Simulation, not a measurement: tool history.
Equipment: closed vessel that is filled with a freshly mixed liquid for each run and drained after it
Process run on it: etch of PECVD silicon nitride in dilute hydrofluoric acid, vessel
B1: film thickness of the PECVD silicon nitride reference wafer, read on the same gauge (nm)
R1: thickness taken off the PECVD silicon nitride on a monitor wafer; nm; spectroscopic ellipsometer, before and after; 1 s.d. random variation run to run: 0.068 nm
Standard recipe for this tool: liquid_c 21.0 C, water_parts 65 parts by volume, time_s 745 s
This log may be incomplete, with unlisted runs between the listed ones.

{"run": 1, "hour": 0.0, "liquid_c": 18.5, "water_parts": 65, "time_s": 570, "B1": 109.97, "R1": 10.24}
{"run": 2, "hour": 284.8, "liquid_c": 18.5, "water_parts": 65, "time_s": 570, "B1": 110.02, "R1": 10.05}
{"run": 3, "hour": 385.4, "liquid_c": 18.5, "water_parts": 65, "time_s": 570, "B1": 110.03, "R1": 10.14}
{"run": 4, "hour": 428.4, "liquid_c": 18.0, "water_parts": 65, "time_s": 745, "B1": 110.07, "R1": 12.76}
{"hour": 449.6, "done": "gauge calibrated"}
{"run": 5, "hour": 473.8, "liquid_c": 18.0, "water_parts": 65, "time_s": 745, "B1": 110.02, "R1": 12.76}
{"run": 6, "hour": 562.6, "liquid_c": 21.0, "water_parts": 65, "time_s": 745, "B1": 109.98, "R1": 15.75}
{"run": 7, "hour": 602.2, "liquid_c": 21.0, "water_parts": 65, "time_s": 745, "B1": 110.03, "R1": 15.65}
{"run": 8, "hour": 653.7, "liquid_c": 21.0, "water_parts": 65, "time_s": 745, "B1": 109.98, "R1": 15.59}
{"run": 9, "hour": 701.4, "liquid_c": 22.5, "water_parts": 65, "time_s": 745, "B1": 110.01, "R1": 17.38}
{"run": 10, "hour": 766.3, "liquid_c": 24.5, "water_parts": 65, "time_s": 745, "B1": 109.97, "R1": 19.72}
{"run": 11, "hour": 832.1, "liquid_c": 21.0, "water_parts": 65, "time_s": 490, "B1": 110.0, "R1": 10.17}

Run 12 has not been measured yet. What should we expect?
{"hour": 871.0, "done": "thermometer replaced"}
{"run": 12, "hour": 887.8, "liquid_c": 23.5, "water_parts": 35, "time_s": 980, "B1": "?", "R1": "?"}

{"run 12": {"B1": 110.0, "R1": 46.12}}
Without the tool's hidden state the same run would have given R1 46.53 nm.

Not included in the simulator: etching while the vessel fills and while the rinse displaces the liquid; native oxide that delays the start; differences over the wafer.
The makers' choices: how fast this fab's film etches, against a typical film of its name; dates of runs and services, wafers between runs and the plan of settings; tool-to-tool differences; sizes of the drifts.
